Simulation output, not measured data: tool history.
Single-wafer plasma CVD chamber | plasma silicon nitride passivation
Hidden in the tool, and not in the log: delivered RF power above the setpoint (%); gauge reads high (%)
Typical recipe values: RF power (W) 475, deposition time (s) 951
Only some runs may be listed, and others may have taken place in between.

run    hour  RF power (W)  deposition time (s)  wafers since the last listed run  hours since the last RF generator calibration  hours since the showerhead was replaced  hours since the gauge calibration  read-back reference wafer on the same gauge, thickness_nm  mean film thickness on the monitor wafer (angstrom)
  1     0.0           425                  951                                 0                                          867.2                                    762.0                             1361.9                                                   1599.022                                             13696.93
  2    70.3           410                 1069                               180                                          937.5                                    832.3                             1432.2                                                   1599.339                                             15126.34
  3   113.4           410                 1069                               110                                          980.6                                    875.4                             1475.3                                                   1598.476                                             15242.54
  4   160.1           410                 1069                               120                                         1027.3                                    922.1                             1522.0                                                   1600.943                                             15204.18
  5   212.8           475                  951                               135                                         1080.0                                    974.8                             1574.7                                                   1601.092                                             13896.70
  6   307.8           475                  951                               244                                         1175.0                                   1069.8                             1669.7                                                   1598.645                                             13858.00
  7   358.6           475                  951                               130                                         1225.8                                   1120.6                             1720.5                                                   1599.980                                             13885.15
      412.5  -- RF generator calibrated
  8   437.8           550                  819                               183                                           25.3                                   1199.8                             1799.7                                                   1599.705                                             12490.15
  9   499.9           475                  951                               159                                           87.4                                   1261.9                             1861.8                                                   1601.181                                             14110.35
 10   600.1           475                  951                               257                                          187.6                                   1362.1                             1962.0                                                   1600.132                                             14115.87
 11   657.6           475                  951                               148                                          245.1                                   1419.6                             2019.5                                                   1599.132                                             14014.33
 12   701.8           440                  827                               113                                          289.3                                   1463.8                             2063.7                                                   1601.312                                             12051.13
 13   743.0           475                  951                               106                                          330.5                                   1505.0                             2104.9                                                   1599.935                                             14049.54
 14   783.6           475                  951                               104                                          371.1                                   1545.6                             2145.5                                                   1599.775                                             14034.57
 15   889.4           545                  951                               272                                          476.9                                   1651.4                             2251.3                                                   1599.556                                             14569.85
 16   944.9           545                  951                               142                                          532.4                                   1706.9                             2306.8                                                   1598.865                                             14488.05
 17  1014.2           545                  951                               178                                          601.7                                   1776.2                             2376.1                                                   1599.438                                             14541.34
 18  1151.8           475                  951                               354                                          739.3                                   1913.8                             2513.7                                                   1602.163                                             13965.73
     1170.6  -- gauge calibrated
 19  1200.2           475                  951                               124                                          787.7                                   1962.2                               29.6                                                   1599.594                                             13869.63
 20  1236.8           475                  951                                94                                          824.3                                   1998.8                               66.2                                                   1600.017                                             14040.70
 21  1335.5           435                 1066                               254                                          923.0                                   2097.5                              164.9                                                   1601.222                                             15345.57
 22  1412.3           425                  767                               197                                          999.8                                   2174.3                              241.7                                                   1600.963                                             10898.46
 23  1498.0           475                  951                               220                                         1085.5                                   2260.0                              327.4                                                   1600.657                                             13963.51
 24  1552.2           565                 1074                               139                                         1139.7                                   2314.2                              381.6                                                   1599.668                                             16394.19
 25  1630.1           525                  790                               200                                         1217.6                                   2392.1                              459.5                                                   1599.402                                             11843.55
 26  1705.0           425                  791                               192                                         1292.5                                   2467.0                              534.4                                                   1599.217                                             11287.69
     1729.6  -- RF generator calibrated
 27  1802.8           550                  951                               231                                           73.2                                   2564.8                              632.2                                                   1599.685                                             14293.61
 28  1901.7           385                  795                               254                                          172.1                                   2663.7                              731.1                                                   1601.115                                             10992.30
 29  1975.9           475                 1074                               191                                          246.3                                   2737.9                              805.3                                                   1600.797                                             15482.21
 30  2041.8           410                  951                               169                                          312.2                                   2803.8                              871.2                                                   1599.046                                             13238.98
     2087.7  -- RF generator calibrated, repeated, since the last time left the tool worse
 31  2103.7           475                  951                               138                                           16.0                                   2865.7                              933.1                                                   1598.428                                             14034.47
 32  2197.8           475                 1075                               242                                          110.1                                   2959.8                             1027.2                                                   1597.758                                             15901.00
     2253.4  -- showerhead replaced
 33  2292.2           440                 1070                               222                                          204.5                                     38.8                             1121.6                                                   1599.960                                             15509.47
 34  2378.0           475                 1124                               220                                          290.3                                    124.6                             1207.4                                                   1600.529                                             16686.52
 35  2427.2           415                  778                               126                                          339.5                                    173.8                             1256.6                                                   1599.937                                             11167.57
 36  2516.8           475                  951                               230                                          429.1                                    263.4                             1346.2                                                   1600.703                                             13968.30
 37  2603.3           565                  902                               222                                          515.6                                    349.9                             1432.7                                                   1599.265                                             13848.99
 38  2662.2           425                  901                               151                                          574.5                                    408.8                             1491.6                                                   1599.859                                             12903.39
 39  2700.8           440                 1034                                99                                          613.1                                    447.4                             1530.2                                                   1601.770                                             14854.03
 40  2768.1           475                  951                               173                                          680.4                                    514.7                             1597.5                                                   1599.355                                             14033.13
 41  2819.4           435                 1066                               132                                          731.7                                    566.0                             1648.8                                                   1599.908                                             15401.28

Some steps in mean film thickness on the monitor wafer (angstrom), run to run, broken into two amounts with sign: the step expected even without the hidden condition (settings, incoming material, random variation), and the rest, left for the hidden condition together with whatever gauge scatter is not in both the measured and the hidden-condition-free result:
Run 7 -> 8: RF power (W) 475 -> 550, deposition time (s) 951 -> 819, RF generator calibrated. mean film thickness on the monitor wafer (angstrom) -1395.00: hidden state +190.26, all else -1585.26.
Run 24 -> 25: RF power (W) 565 -> 525, deposition time (s) 1074 -> 790. mean film thickness on the monitor wafer (angstrom) -4550.64: hidden state +30.28, all else -4580.92.
Run 26 -> 27: RF power (W) 425 -> 550, deposition time (s) 791 -> 951, RF generator calibrated. mean film thickness on the monitor wafer (angstrom) +3005.92: hidden state -189.61, all else +3195.53.
Run 28 -> 29: RF power (W) 385 -> 475, deposition time (s) 795 -> 1074. mean film thickness on the monitor wafer (angstrom) +4489.91: hidden state -113.94, all else +4603.85.
Run 30 -> 31: RF power (W) 410 -> 475, RF generator calibrated, repeated, since the last time left the tool worse. mean film thickness on the monitor wafer (angstrom) +795.49: hidden state +290.08, all else +505.41.
Run 34 -> 35: RF power (W) 475 -> 415, deposition time (s) 1124 -> 778. mean film thickness on the monitor wafer (angstrom) -5518.95: hidden state +17.18, all else -5536.13.

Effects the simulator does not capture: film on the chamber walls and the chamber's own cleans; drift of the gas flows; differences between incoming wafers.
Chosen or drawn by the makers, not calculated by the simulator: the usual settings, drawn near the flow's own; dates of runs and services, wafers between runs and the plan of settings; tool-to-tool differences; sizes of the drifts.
